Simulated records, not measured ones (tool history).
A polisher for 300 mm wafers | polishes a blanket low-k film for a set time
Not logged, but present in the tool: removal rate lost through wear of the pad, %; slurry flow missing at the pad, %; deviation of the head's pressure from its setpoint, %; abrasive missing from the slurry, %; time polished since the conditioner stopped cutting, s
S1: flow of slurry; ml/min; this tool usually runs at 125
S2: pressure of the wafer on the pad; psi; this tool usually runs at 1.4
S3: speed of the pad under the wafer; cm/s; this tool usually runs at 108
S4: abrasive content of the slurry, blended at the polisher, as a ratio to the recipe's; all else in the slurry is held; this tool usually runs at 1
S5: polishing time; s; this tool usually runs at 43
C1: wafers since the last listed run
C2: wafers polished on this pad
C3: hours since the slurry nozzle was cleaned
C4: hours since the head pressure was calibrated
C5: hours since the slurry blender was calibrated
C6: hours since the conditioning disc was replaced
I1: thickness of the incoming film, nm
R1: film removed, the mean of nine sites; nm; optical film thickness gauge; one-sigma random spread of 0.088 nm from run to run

| run | day | S1 | S2 | S3 | S4 | S5 | C1 | C2 | C3 | C4 | C5 | C6 | I1 | R1 |
|---|---|---|---|---|---|---|---|---|---|---|---|---|---|---|
| 1 | 0 | 145 | 1.4 | 108 | 1 | 43 | 0 | 3388 | 234.8 | 688.7 | 0.5 | 234.2 | 448.8 | 10.9 |
|  | 0.496 | worn pad replaced by a new one |
| 2 | 1.746 | 145 | 1.4 | 108 | 1 | 43 | 388 | 307 | 276.7 | 730.6 | 42.4 | 276.1 | 453.6 | 11.1 |
| 3 | 3.079 | 145 | 1.4 | 108 | 1 | 43 | 328 | 636 | 308.7 | 762.6 | 74.4 | 308.1 | 451 | 11 |
|  | 4.308 | slurry nozzle cleaned |
|  | 5.354 | head pressure recalibrated |
| 4 | 6.767 | 125 | 1.4 | 108 | 1 | 43 | 877 | 1513 | 59 | 33.9 | 162.9 | 396.6 | 452.6 | 10.6 |
|  | 8.208 | conditioning disc replaced and pad reconditioned |
| 5 | 8.512 | 125 | 1.4 | 108 | 1 | 43 | 409 | 1923 | 100.9 | 75.8 | 204.8 | 7.3 | 448.3 | 11.1 |
| 6 | 10.842 | 125 | 1.4 | 108 | 1 | 43 | 573 | 2496 | 156.8 | 131.7 | 260.7 | 63.2 | 454.1 | 11 |
| 7 | 13.388 | 125 | 1.4 | 108 | 1 | 43 | 627 | 3123 | 217.9 | 192.8 | 321.8 | 124.3 | 444.5 | 10.7 |
|  | 13.9 | worn pad replaced by a new one |
|  | 14.638 | slurry blender recalibrated |
| 8 | 16.15 | 125 | 1.4 | 108 | 1 | 43 | 618 | 533 | 284.2 | 259.1 | 36.3 | 190.6 | 454.2 | 11.1 |
|  | 18.508 | slurry nozzle cleaned |
| 9 | 22.971 | 145 | 1.4 | 108 | 1 | 43 | 1669 | 2203 | 107.1 | 422.8 | 200 | 354.3 | 450.8 | 10.8 |
|  | 25.233 | conditioning disc replaced and pad reconditioned |
|  | 27.429 | worn pad replaced by a new one |
|  | 27.725 | slurry blender recalibrated |
| 10 | 29.921 | 145 | 1.1 | 108 | 1 | 29 | 1629 | 593 | 273.9 | 589.6 | 52.7 | 112.5 | 456.7 | 6 |
|  | 32.146 | head pressure recalibrated |
| 11 | 32.454 | 125 | 1.4 | 108 | 1 | 43 | 603 | 1197 | 334.7 | 7.4 | 113.5 | 173.3 | 447.2 | 11.1 |
|  | 32.862 | slurry nozzle cleaned |
| 12 | 34.4 | 125 | 1.4 | 108 | 1.15 | 31 | 468 | 1666 | 36.9 | 54.1 | 160.2 | 220 | 454.4 | 8.7 |
| 13 | 37.183 | 125 | 1.7 | 108 | 1 | 33 | 685 | 2351 | 103.7 | 120.9 | 227 | 286.8 | 459.7 | 10 |
| 14 | 38.85 | 125 | 1.8 | 108 | 1 | 54 | 410 | 2762 | 143.7 | 160.9 | 267 | 326.8 | 444.7 | 16.9 |
| 15 | 40.629 | 125 | 1.4 | 108 | 0.8 | 54 | 438 | 3200 | 186.4 | 203.6 | 309.7 | 369.5 | 450.7 | 10.7 |
|  | 40.954 | worn pad replaced by a new one |
|  | 41.262 | conditioning disc replaced and pad reconditioned |
|  | 42.029 | slurry blender recalibrated |
| 16 | 42.183 | 125 | 1.4 | 108 | 1 | 43 | 300 | 262 | 223.7 | 240.9 | 3.7 | 22.1 | 444.5 | 11.4 |
| 17 | 43.933 | 125 | 1.8 | 108 | 0.8 | 43 | 431 | 693 | 265.7 | 282.9 | 45.7 | 64.1 | 447.3 | 11.7 |
| 18 | 45.688 | 125 | 1.4 | 108 | 1 | 43 | 432 | 1125 | 307.8 | 325 | 87.8 | 106.2 | 443.4 | 11.1 |
|  | 46.529 | slurry nozzle cleaned |
| 19 | 48.183 | 125 | 1.4 | 128 | 0.9 | 43 | 604 | 1729 | 39.7 | 384.9 | 147.7 | 166.1 | 453.9 | 11.1 |
| 20 | 49.429 | 125 | 1.4 | 108 | 1 | 43 | 306 | 2036 | 69.6 | 414.8 | 177.6 | 196 | 460.1 | 11 |
| 21 | 51.025 | 125 | 1.4 | 108 | 1 | 43 | 393 | 2429 | 107.9 | 453.1 | 215.9 | 234.3 | 440.8 | 10.8 |
| 22 | 52.338 | 135 | 1.4 | 108 | 1.1 | 43 | 323 | 2752 | 139.4 | 484.6 | 247.4 | 265.8 | 450.6 | 11.6 |
| 23 | 53.592 | 165 | 1.4 | 108 | 1.15 | 43 | 308 | 3061 | 169.5 | 514.7 | 277.5 | 295.9 | 444.2 | 12.2 |
|  | 53.917 | worn pad replaced by a new one |
| 24 | 54.629 | 125 | 1.4 | 108 | 0.8 | 43 | 214 | 175 | 194.4 | 539.6 | 302.4 | 320.8 | 448 | 8.9 |
|  | 54.892 | slurry blender recalibrated |
| 25 | 57.067 | 125 | 1.6 | 108 | 1 | 43 | 579 | 754 | 252.9 | 598.1 | 52.2 | 379.3 | 444.2 | 12.3 |

Consider 4 possible next runs. They are alternatives, not a sequence: every one starts from the tool as it was left by run 25. What does each give?
| A | 57.083 | 125 | 1.4 | 108 | 1 | 43 | 4 | 759 | 253.3 | 598.5 | 52.6 | 379.7 | 449.6 | ? |
| B | 57.083 | 125 | 1.4 | 108 | 1 | 48 | 4 | 759 | 253.3 | 598.5 | 52.6 | 379.7 | 449.6 | ? |
| C | 57.083 | 165 | 1.7 | 108 | 1.2 | 43 | 4 | 759 | 253.3 | 598.5 | 52.6 | 379.7 | 449.6 | ? |
| D | 57.083 | 125 | 1.4 | 108 | 1.2 | 43 | 4 | 759 | 253.3 | 598.5 | 52.6 | 379.7 | 449.6 | ? |

| run | R1 |
|---|---|
| A | 10.7 |
| B | 12 |
| C | 15.2 |
| D | 12.1 |
Stripped of hidden state, with their random variation kept, the same runs would have yielded:
| run | R1 |
|---|---|
| A | 11.4 |
| B | 12.7 |
| C | 16.2 |
| D | 12.9 |

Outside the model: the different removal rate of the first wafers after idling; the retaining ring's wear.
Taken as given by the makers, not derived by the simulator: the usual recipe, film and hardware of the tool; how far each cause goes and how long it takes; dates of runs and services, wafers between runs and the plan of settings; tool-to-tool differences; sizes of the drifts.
